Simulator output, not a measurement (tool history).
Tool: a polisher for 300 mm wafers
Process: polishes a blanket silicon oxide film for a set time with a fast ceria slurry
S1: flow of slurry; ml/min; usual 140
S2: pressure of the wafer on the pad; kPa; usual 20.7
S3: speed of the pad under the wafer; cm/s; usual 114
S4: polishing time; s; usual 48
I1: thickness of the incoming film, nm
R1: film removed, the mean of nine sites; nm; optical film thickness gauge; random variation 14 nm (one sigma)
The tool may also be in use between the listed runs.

run     day   S1    S2   S3  S4      I1      R1
  1   0.000  140  20.7  140  48  2560.2  1152.3
  2   1.471  140  20.7  140  48  2586.3  1130.4
      2.346  -- head pressure recalibrated
      4.175  -- worn pad replaced by a new one
  3   4.196  140  20.7  114  48  2534.9  1008.7
  4   6.338  140  20.7  114  48  2509.3   937.3
  5   8.633  140  15.9  114  48  2580.6   779.4
  6  10.508  140  20.7   84  48  2557.8   699.9
     12.192  -- worn pad replaced by a new one
  7  12.929  140  20.7   84  48  2551.1   648.0
  8  13.996  140  20.7   84  48  2512.6   640.1
  9  16.729  140  20.7  114  48  2592.1   859.1
 10  19.179  140  20.7  114  48  2509.3   839.4
 11  21.688  140  20.7  114  48  2552.9   832.5
     23.354  -- worn pad replaced by a new one, repeated, since the last time left the tool worse
 12  23.388  140  19.3  114  48  2582.6   936.9
     23.612  -- slurry nozzle cleaned
 13  27.738  185  22.8  114  48  2560.2  1099.2
 14  29.821  120  20.7  114  48  2584.6   909.7
 15  30.988  140  24.1  150  48  2542.2  1414.6
     32.900  -- worn pad replaced by a new one
 16  33.079  140  14.5  114  48  2551.8   735.9
 17  35.025  140  20.7  114  48  2561.5   964.7
 18  36.671  140  20.7  114  48  2565.2   954.4
     37.317  -- head pressure recalibrated
 19  39.471  170  17.9  114  48  2543.4   865.5
 20  40.604  140  15.2   76  64  2565.0   631.4
     42.133  -- worn pad replaced by a new one
 21  42.154  140  20.7  114  48  2547.5  1004.4
 22  43.175   90  20.7  146  48  2549.1  1108.5
 23  45.642  140  22.8  148  63  2525.6  1768.6
 24  46.854  180  14.5  138  48  2593.9   880.5

5 ways to go on from here, each from the tool as it stands after run 24. What would each give?
  A  46.871  110  20.7  114  48  2563.0   ?
  B  46.871  140  20.7  142  48  2563.0   ?
  C  46.871  165  20.7  134  63  2563.0   ?
  D  46.871  140  22.8  136  48  2563.0   ?
  E  46.871  125  27.6  144  61  2563.0   ?

run      R1
  A   885.3
  B  1166.4
  C  1489.6
  D  1210.3
  E  1874.5
Without the tool's hidden state the same runs would have given:
run      R1
  A   930.7
  B  1226.2
  C  1565.9
  D  1272.3
  E  1970.6

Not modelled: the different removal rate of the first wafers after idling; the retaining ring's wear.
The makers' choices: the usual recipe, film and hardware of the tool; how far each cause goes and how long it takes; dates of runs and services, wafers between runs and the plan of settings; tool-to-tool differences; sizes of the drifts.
